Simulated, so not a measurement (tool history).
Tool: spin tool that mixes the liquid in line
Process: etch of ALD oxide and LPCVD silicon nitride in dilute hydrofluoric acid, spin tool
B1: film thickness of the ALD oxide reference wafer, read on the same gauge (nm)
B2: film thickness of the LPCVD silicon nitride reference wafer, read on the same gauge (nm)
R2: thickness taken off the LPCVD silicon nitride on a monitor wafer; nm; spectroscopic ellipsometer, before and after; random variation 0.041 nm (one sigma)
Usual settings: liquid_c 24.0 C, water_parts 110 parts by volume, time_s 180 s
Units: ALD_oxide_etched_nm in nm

{"run": 1, "hour": 0.0, "liquid_c": 24.0, "water_parts": 110, "time_s": 180, "B1": 39.99, "B2": 100.006, "ALD_oxide_etched_nm": 24.72, "R2": 0.707}
{"run": 2, "hour": 24.9, "liquid_c": 24.0, "water_parts": 110, "time_s": 180, "B1": 40.01, "B2": 99.968, "ALD_oxide_etched_nm": 24.82, "R2": 0.815}
{"run": 3, "hour": 79.2, "liquid_c": 24.0, "water_parts": 80, "time_s": 180, "B1": 39.98, "B2": 99.99, "ALD_oxide_etched_nm": 35.44, "R2": 0.997}
{"run": 4, "hour": 106.9, "liquid_c": 24.0, "water_parts": 110, "time_s": 180, "B1": 39.97, "B2": 99.999, "ALD_oxide_etched_nm": 24.55, "R2": 0.718}
{"run": 5, "hour": 137.0, "liquid_c": 24.0, "water_parts": 110, "time_s": 180, "B1": 39.99, "B2": 100.0, "ALD_oxide_etched_nm": 24.46, "R2": 0.767}
{"run": 6, "hour": 180.9, "liquid_c": 24.0, "water_parts": 110, "time_s": 180, "B1": 40.0, "B2": 100.007, "ALD_oxide_etched_nm": 24.38, "R2": 0.715}
{"run": 7, "hour": 234.9, "liquid_c": 24.0, "water_parts": 110, "time_s": 180, "B1": 40.03, "B2": 100.009, "ALD_oxide_etched_nm": 24.47, "R2": 0.779}
{"run": 8, "hour": 289.2, "liquid_c": 24.0, "water_parts": 110, "time_s": 115, "B1": 39.97, "B2": 100.007, "ALD_oxide_etched_nm": 15.71, "R2": 0.528}
{"run": 9, "hour": 321.2, "liquid_c": 24.0, "water_parts": 110, "time_s": 115, "B1": 40.03, "B2": 100.004, "ALD_oxide_etched_nm": 15.7, "R2": 0.425}
{"hour": 332.8, "done": "hydrofluoric acid flow meter replaced"}
{"run": 10, "hour": 354.6, "liquid_c": 24.0, "water_parts": 110, "time_s": 180, "B1": 40.0, "B2": 99.988, "ALD_oxide_etched_nm": 26.73, "R2": 0.797}
{"hour": 378.5, "done": "gauge calibrated"}
{"run": 11, "hour": 380.8, "liquid_c": 24.0, "water_parts": 110, "time_s": 180, "B1": 40.0, "B2": 99.987, "ALD_oxide_etched_nm": 26.57, "R2": 0.838}
{"run": 12, "hour": 430.9, "liquid_c": 24.0, "water_parts": 110, "time_s": 180, "B1": 39.98, "B2": 99.98, "ALD_oxide_etched_nm": 26.55, "R2": 0.783}
{"run": 13, "hour": 467.9, "liquid_c": 20.5, "water_parts": 140, "time_s": 70, "B1": 40.01, "B2": 100.023, "ALD_oxide_etched_nm": 6.86, "R2": 0.201}
{"run": 14, "hour": 507.8, "liquid_c": 25.5, "water_parts": 110, "time_s": 80, "B1": 40.01, "B2": 99.982, "ALD_oxide_etched_nm": 12.41, "R2": 0.413}
{"run": 15, "hour": 565.7, "liquid_c": 19.5, "water_parts": 130, "time_s": 100, "B1": 40.0, "B2": 100.021, "ALD_oxide_etched_nm": 10.2, "R2": 0.298}
{"run": 16, "hour": 652.2, "liquid_c": 19.0, "water_parts": 110, "time_s": 230, "B1": 40.01, "B2": 100.006, "ALD_oxide_etched_nm": 27.79, "R2": 0.739}
{"run": 17, "hour": 702.5, "liquid_c": 19.5, "water_parts": 125, "time_s": 180, "B1": 40.0, "B2": 100.002, "ALD_oxide_etched_nm": 19.17, "R2": 0.523}
{"run": 18, "hour": 774.5, "liquid_c": 24.0, "water_parts": 110, "time_s": 180, "B1": 40.0, "B2": 99.992, "ALD_oxide_etched_nm": 26.41, "R2": 0.902}
{"hour": 812.8, "done": "thermometer replaced"}
{"run": 19, "hour": 834.6, "liquid_c": 27.0, "water_parts": 135, "time_s": 210, "B1": 40.0, "B2": 99.964, "ALD_oxide_etched_nm": 26.67, "R2": 0.978}
{"run": 20, "hour": 865.7, "liquid_c": 24.0, "water_parts": 110, "time_s": 180, "B1": 40.01, "B2": 99.995, "ALD_oxide_etched_nm": 25.84, "R2": 0.831}
{"run": 21, "hour": 915.0, "liquid_c": 24.0, "water_parts": 95, "time_s": 180, "B1": 40.0, "B2": 100.002, "ALD_oxide_etched_nm": 30.54, "R2": 0.933}
{"run": 22, "hour": 975.3, "liquid_c": 24.0, "water_parts": 110, "time_s": 180, "B1": 40.0, "B2": 100.003, "ALD_oxide_etched_nm": 25.73, "R2": 0.863}
{"run": 23, "hour": 1047.2, "liquid_c": 24.0, "water_parts": 110, "time_s": 90, "B1": 39.99, "B2": 100.013, "ALD_oxide_etched_nm": 12.91, "R2": 0.381}
{"run": 24, "hour": 1079.3, "liquid_c": 26.0, "water_parts": 70, "time_s": 245, "B1": 39.97, "B2": 100.025, "ALD_oxide_etched_nm": 62.33, "R2": 1.855}
{"run": 25, "hour": 1113.1, "liquid_c": 24.0, "water_parts": 110, "time_s": 180, "B1": 40.0, "B2": 100.009, "ALD_oxide_etched_nm": 25.81, "R2": 0.789}
{"run": 26, "hour": 1167.0, "liquid_c": 24.0, "water_parts": 110, "time_s": 180, "B1": 40.01, "B2": 100.022, "ALD_oxide_etched_nm": 25.61, "R2": 0.781}

Hidden state or all else? Some run-to-run changes of ALD_oxide_etched_nm, split into what the settings, what came in and random variation would give without the hidden state, and what is left for the hidden state (with any gauge scatter that isn't in both results):
The hidden state here: liquid hotter than its thermometer reads (K); hydrofluoric acid flow below the setpoint (%); gauge reads high (%).
Run 9 -> 10: time_s 115 -> 180, hydrofluoric acid flow meter replaced. ALD_oxide_etched_nm +11.03 nm: hidden state +1.44, all else +9.59.
Run 23 -> 24: liquid_c 24.0 -> 26.0, water_parts 110 -> 70, time_s 90 -> 245. ALD_oxide_etched_nm +49.42 nm: hidden state -1.60, all else +51.02.
Run 24 -> 25: liquid_c 26.0 -> 24.0, water_parts 70 -> 110, time_s 245 -> 180. ALD_oxide_etched_nm -36.52 nm: hidden state +1.12, all else -37.64.
